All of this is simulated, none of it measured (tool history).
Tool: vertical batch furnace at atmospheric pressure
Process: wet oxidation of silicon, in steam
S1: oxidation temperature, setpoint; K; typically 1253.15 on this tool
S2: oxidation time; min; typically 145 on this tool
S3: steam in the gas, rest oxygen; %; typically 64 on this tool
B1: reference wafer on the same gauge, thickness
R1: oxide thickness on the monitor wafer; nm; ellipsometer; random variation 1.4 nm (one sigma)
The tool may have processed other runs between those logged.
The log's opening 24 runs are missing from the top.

| run | hour | S1 | S2 | S3 | B1 | R1 |
|---|---|---|---|---|---|---|
| 25 | 473.9 | 1253.15 | 209.5 | 71 | 465.86 | 593.93 |
| 26 | 504.2 | 1253.15 | 173 | 68 | 466.56 | 513.91 |
| 27 | 524.8 | 1253.15 | 180 | 55 | 465.65 | 460.95 |
| 28 | 600.7 | 1271.15 | 145 | 73 | 466.2 | 537.97 |
| 29 | 624.8 | 1238.15 | 166.5 | 68 | 466.17 | 454.87 |
| 30 | 647 | 1253.15 | 145 | 64 | 466.06 | 443.15 |
| 31 | 670.5 | 1230.15 | 145 | 74 | 466.44 | 414.25 |
| 32 | 721.9 | 1245.15 | 201.5 | 57 | 465.52 | 481.72 |
| 33 | 740.1 | 1253.15 | 145 | 64 | 465.99 | 440.45 |
| 34 | 761.9 | 1268.15 | 177 | 64 | 465.57 | 557.16 |
| 35 | 789 | 1253.15 | 145 | 54 | 465.99 | 397.3 |
| 36 | 815.8 | 1274.15 | 145 | 64 | 466.18 | 510.01 |
| 37 | 837.7 | 1253.15 | 145 | 64 | 466.02 | 445.01 |

5 ways to go on from here, each from the tool as it stands after run 37. What would each give?
| A | 844.8 | 1253.15 | 183 | 64 | ? | ? |
| B | 844.8 | 1243.15 | 145 | 64 | ? | ? |
| C | 844.8 | 1261.15 | 145 | 68 | ? | ? |
| D | 844.8 | 1253.15 | 116.5 | 68 | ? | ? |
| E | 844.8 | 1239.15 | 106.5 | 61 | ? | ? |

| run | B1 | R1 |
|---|---|---|
| A | 466.38 | 513.75 |
| B | 466.38 | 412.65 |
| C | 466.38 | 484.53 |
| D | 466.38 | 398.93 |
| E | 466.38 | 315.26 |
Stripped of hidden state, with their random variation kept, the same runs would have yielded:
| run | R1 |
|---|---|
| A | 510.94 |
| B | 410.15 |
| C | 481.91 |
| D | 396.58 |
| E | 313.18 |
